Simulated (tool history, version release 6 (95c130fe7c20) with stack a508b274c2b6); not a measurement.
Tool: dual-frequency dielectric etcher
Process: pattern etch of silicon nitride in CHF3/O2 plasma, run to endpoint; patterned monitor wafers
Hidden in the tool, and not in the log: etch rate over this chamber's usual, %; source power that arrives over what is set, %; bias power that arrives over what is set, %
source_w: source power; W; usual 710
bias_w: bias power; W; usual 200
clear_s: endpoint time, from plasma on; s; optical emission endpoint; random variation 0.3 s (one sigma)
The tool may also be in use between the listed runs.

run,day,source_w,bias_w,wafers since the last listed run,hours since the last wet clean,hours since the last source power generator calibration,hours since the last bias power generator calibration,hours since the last upper electrode change,"incoming incoming film thickness, nm",clear_s
1,0.000,710,200,0,332.9,1112.4,433.7,4343.0,60.0,36.6
2,8.071,710,200,1398,526.6,1306.1,627.4,4536.7,59.5,35.4
3,11.808,710,228,647,616.3,1395.8,717.1,4626.4,59.9,33.4
4,14.025,710,228,383,669.5,1449.0,770.3,4679.6,60.1,33.9
# day 15.354: wet clean of the chamber
5,16.850,710,165,316,35.9,1516.8,838.1,4747.4,59.9,44.1
6,19.425,710,200,446,97.7,1578.6,899.9,4809.2,60.1,39.2
7,21.588,710,200,374,149.6,1630.5,951.8,4861.1,59.6,38.6
# day 24.592: wet clean of the chamber, repeated, since the last time left the tool worse
8,25.829,710,200,561,29.7,1732.3,1053.6,4962.9,59.8,36.3
9,28.988,600,200,547,105.5,1808.1,1129.4,5038.7,59.5,37.3
10,31.842,600,200,494,174.0,1876.6,1197.9,5107.2,60.4,38.1
11,35.542,600,200,640,262.8,1965.4,1286.7,5196.0,59.3,37.8
12,37.833,710,200,396,317.8,2020.4,1341.7,5251.0,59.7,35.8
# day 39.988: source power generator calibrated
13,40.304,640,184,399,377.1,7.6,1401.0,5310.3,60.3,39.2
14,43.321,710,200,522,449.5,80.0,1473.4,5382.7,59.6,36.1
15,45.775,830,241,425,508.4,138.9,1532.3,5441.6,59.8,31.5
16,48.950,710,200,549,584.6,215.1,1608.5,5517.8,59.7,35.7
# day 53.025: wet clean of the chamber
# day 56.700: upper electrode replaced
# day 57.550: bias power generator calibrated
17,60.275,610,169,1586,174.0,486.9,65.4,85.8,59.7,40.4
18,62.054,810,231,308,216.7,529.6,108.1,128.5,59.6,32.5

Run 19 comes next. What will it give?
19,65.233,640,161,550,293.0,605.9,184.4,204.8,60.1,?

{"run 19": {"clear_s": 41.6}}
Without the tool's hidden state the same run would have given clear_s 42.4 s.
